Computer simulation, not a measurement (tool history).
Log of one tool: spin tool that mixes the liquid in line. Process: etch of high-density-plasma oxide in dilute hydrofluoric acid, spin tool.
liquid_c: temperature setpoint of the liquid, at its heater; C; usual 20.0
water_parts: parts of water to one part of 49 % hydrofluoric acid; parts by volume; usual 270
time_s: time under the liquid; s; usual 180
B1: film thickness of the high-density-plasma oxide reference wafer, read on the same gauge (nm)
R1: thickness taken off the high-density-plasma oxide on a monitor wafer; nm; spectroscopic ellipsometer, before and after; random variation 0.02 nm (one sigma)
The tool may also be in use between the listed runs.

{"run": 1, "hour": 0.0, "liquid_c": 20.0, "water_parts": 270, "time_s": 180, "B1": 109.999, "R1": 2.902}
{"run": 2, "hour": 15.0, "liquid_c": 20.0, "water_parts": 270, "time_s": 180, "B1": 109.999, "R1": 2.923}
{"run": 3, "hour": 31.1, "liquid_c": 20.0, "water_parts": 270, "time_s": 180, "B1": 110.016, "R1": 2.893}
{"run": 4, "hour": 41.2, "liquid_c": 20.0, "water_parts": 270, "time_s": 180, "B1": 109.986, "R1": 2.874}
{"run": 5, "hour": 49.7, "liquid_c": 20.0, "water_parts": 270, "time_s": 180, "B1": 109.989, "R1": 2.874}
{"run": 6, "hour": 102.4, "liquid_c": 20.0, "water_parts": 245, "time_s": 180, "B1": 110.002, "R1": 3.248}
{"run": 7, "hour": 110.4, "liquid_c": 20.0, "water_parts": 245, "time_s": 180, "B1": 109.984, "R1": 3.295}
{"hour": 119.5, "done": "thermometer replaced"}
{"run": 8, "hour": 121.8, "liquid_c": 20.0, "water_parts": 245, "time_s": 180, "B1": 109.998, "R1": 3.31}
{"hour": 124.5, "done": "gauge calibrated"}
{"run": 9, "hour": 135.9, "liquid_c": 20.0, "water_parts": 270, "time_s": 180, "B1": 109.995, "R1": 2.856}
{"run": 10, "hour": 145.4, "liquid_c": 20.0, "water_parts": 355, "time_s": 180, "B1": 110.007, "R1": 2.04}
{"hour": 150.1, "done": "hydrofluoric acid flow meter replaced"}
{"run": 11, "hour": 159.7, "liquid_c": 20.0, "water_parts": 270, "time_s": 130, "B1": 109.996, "R1": 2.068}
{"run": 12, "hour": 168.6, "liquid_c": 24.0, "water_parts": 225, "time_s": 180, "B1": 110.006, "R1": 4.244}
{"run": 13, "hour": 177.5, "liquid_c": 20.0, "water_parts": 140, "time_s": 75, "B1": 109.98, "R1": 2.64}
{"run": 14, "hour": 184.9, "liquid_c": 17.0, "water_parts": 270, "time_s": 270, "B1": 110.001, "R1": 3.924}
{"run": 15, "hour": 199.9, "liquid_c": 20.0, "water_parts": 140, "time_s": 180, "B1": 110.001, "R1": 6.331}
{"run": 16, "hour": 215.5, "liquid_c": 20.0, "water_parts": 270, "time_s": 180, "B1": 109.981, "R1": 2.903}
{"run": 17, "hour": 223.4, "liquid_c": 20.0, "water_parts": 150, "time_s": 105, "B1": 110.001, "R1": 3.431}
{"run": 18, "hour": 233.9, "liquid_c": 23.5, "water_parts": 270, "time_s": 115, "B1": 109.984, "R1": 2.12}
{"run": 19, "hour": 244.2, "liquid_c": 20.0, "water_parts": 270, "time_s": 180, "B1": 109.997, "R1": 2.924}
{"run": 20, "hour": 252.8, "liquid_c": 24.0, "water_parts": 320, "time_s": 225, "B1": 110.011, "R1": 3.383}
{"run": 21, "hour": 267.2, "liquid_c": 20.0, "water_parts": 270, "time_s": 180, "B1": 110.003, "R1": 2.932}

Forecast each of these 4 alternatives for the next run:
{"run": "A", "hour": 267.7, "liquid_c": 20.0, "water_parts": 270, "time_s": 235, "B1": "?", "R1": "?"}
{"run": "B", "hour": 267.7, "liquid_c": 22.0, "water_parts": 270, "time_s": 120, "B1": "?", "R1": "?"}
{"run": "C", "hour": 267.7, "liquid_c": 17.0, "water_parts": 160, "time_s": 220, "B1": "?", "R1": "?"}
{"run": "D", "hour": 267.7, "liquid_c": 20.0, "water_parts": 165, "time_s": 180, "B1": "?", "R1": "?"}

run=A B1=110.036 R1=3.838
run=B B1=110.036 R1=2.109
run=C B1=110.036 R1=5.979
run=D B1=110.036 R1=5.323
Without the tool's hidden state the same runs would have given:
run=A R1=3.838
run=B R1=2.109
run=C R1=5.979
run=D R1=5.323
